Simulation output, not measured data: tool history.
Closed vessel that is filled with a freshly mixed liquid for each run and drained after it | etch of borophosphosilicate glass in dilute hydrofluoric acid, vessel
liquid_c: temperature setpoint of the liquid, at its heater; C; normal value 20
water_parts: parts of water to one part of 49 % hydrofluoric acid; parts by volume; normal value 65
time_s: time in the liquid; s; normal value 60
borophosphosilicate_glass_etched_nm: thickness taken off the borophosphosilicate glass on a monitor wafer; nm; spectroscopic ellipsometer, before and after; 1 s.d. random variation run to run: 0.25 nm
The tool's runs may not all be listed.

run    hour  liquid_c  water_parts  time_s  wafers since the last listed run  hours since the thermometer was replaced  hours since the hydrofluoric acid flow meter was replaced  hours since the gauge calibration  read-back film thickness of the borophosphosilicate glass reference wafer, read on the same gauge (nm)  borophosphosilicate_glass_etched_nm
  1       0        20           65      40                                 0                                      28.4                                                      258.4                              494.8                                                                                                   80.01                                19.07
  2    70.8        20           65      60                             10474                                      99.2                                                      329.2                              565.6                                                                                                      80                                28.14
  3   172.5      18.5           55      60                             15046                                     200.9                                                      430.9                              667.3                                                                                                   79.99                                31.67
  4   261.8      18.5           55      60                             13211                                     290.2                                                      520.2                              756.6                                                                                                      80                                 31.4
  5     342      18.5           55      60                             11865                                     370.4                                                      600.4                              836.8                                                                                                   79.98                                31.39
  6   429.9        20           60      60                             13004                                     458.3                                                      688.3                              924.7                                                                                                   80.03                                30.22
  7   493.1        20           65      60                              9350                                     521.5                                                      751.5                              987.9                                                                                                   79.99                                27.19
  8   583.5        20           65      60                             13374                                     611.9                                                      841.9                             1078.3                                                                                                   79.97                                27.65
  9   678.9        20           65      60                             14114                                     707.3                                                      937.3                             1173.7                                                                                                   79.98                                27.52
 10   717.5        20           65      60                              5710                                     745.9                                                      975.9                             1212.3                                                                                                   79.99                                27.19
 11  1006.8        20           65      60                             42801                                    1035.2                                                     1265.2                             1501.6                                                                                                   79.99                                26.55
 12  1082.2        20           50      65                             11155                                    1110.6                                                     1340.6                               1577                                                                                                      80                                37.28
 13  1166.4        20           50      65                             12457                                    1194.8                                                     1424.8                             1661.2                                                                                                   80.01                                37.96
 14  1250.8        20           50      65                             12486                                    1279.2                                                     1509.2                             1745.6                                                                                                   79.97                                37.64
 15  1304.8        25           40      60                              7989                                    1333.2                                                     1563.2                             1799.6                                                                                                   79.99                                53.03
     1347.3  -- thermometer replaced
     1375.3  -- gauge calibrated
 16  1378.5        24           75      45                             10755                                      31.2                                                     1636.9                                3.2                                                                                                      80                                20.78
 17  1477.3        17           65      60                             14617                                       130                                                     1735.7                                102                                                                                                      80                                23.82
 18    1585        20           75      60                             15934                                     237.7                                                     1843.4                              209.7                                                                                                      80                                23.34
 19  1661.3        20           65      60                             11288                                       314                                                     1919.7                                286                                                                                                   80.03                                26.73
 20  1730.7        20           65      60                             10267                                     383.4                                                     1989.1                              355.4                                                                                                      80                                 26.9
 21  1821.7        20           65      60                             13463                                     474.4                                                     2080.1                              446.4                                                                                                   79.99                                26.61
 22  1858.6        17           55      90                              5459                                     511.3                                                       2117                              483.3                                                                                                   79.99                                41.19
     1947.2  -- hydrofluoric acid flow meter replaced
 23  1959.8        20           65      60                             14824                                     612.5                                                       12.6                              584.5                                                                                                      80                                27.97
 24  2145.9        20           55      85                             27533                                     798.6                                                      198.7                              770.6                                                                                                   80.01                                46.52
 25  2200.8        17           55      60                              8122                                     853.5                                                      253.6                              825.5                                                                                                   80.02                                28.72
 26  2284.2      18.5           55      60                             12339                                     936.9                                                        337                              908.9                                                                                                   80.03                                30.91
 27  2540.2        24           65      75                             37875                                    1192.9                                                        593                             1164.9                                                                                                   80.03                                40.08
     2571.8  -- thermometer replaced
 28  2633.2        20           65      60                             13611                                      61.4                                                        686                             1257.9                                                                                                   80.02                                28.19

What if the next run were any one of these 3? Each begins from the tool's condition after run 28:
  A  2633.9        20           65      50                               103                                      62.1                                                      686.7                             1258.6                                                                                                       ?                                    ?
  B  2633.9        17           75      85                               103                                      62.1                                                      686.7                             1258.6                                                                                                       ?                                    ?
  C  2633.9        22           65      60                               103                                      62.1                                                      686.7                             1258.6                                                                                                       ?                                    ?

run  read-back film thickness of the borophosphosilicate glass reference wafer, read on the same gauge (nm)  borophosphosilicate_glass_etched_nm
  A                                                                                                   79.99                                23.33
  B                                                                                                   79.99                                29.91
  C                                                                                                   79.99                                30.43
With the hidden condition removed and each run's random variation left untouched, the same runs would have given:
run  borophosphosilicate_glass_etched_nm
  A                                 24.3
  B                                31.17
  C                                31.69
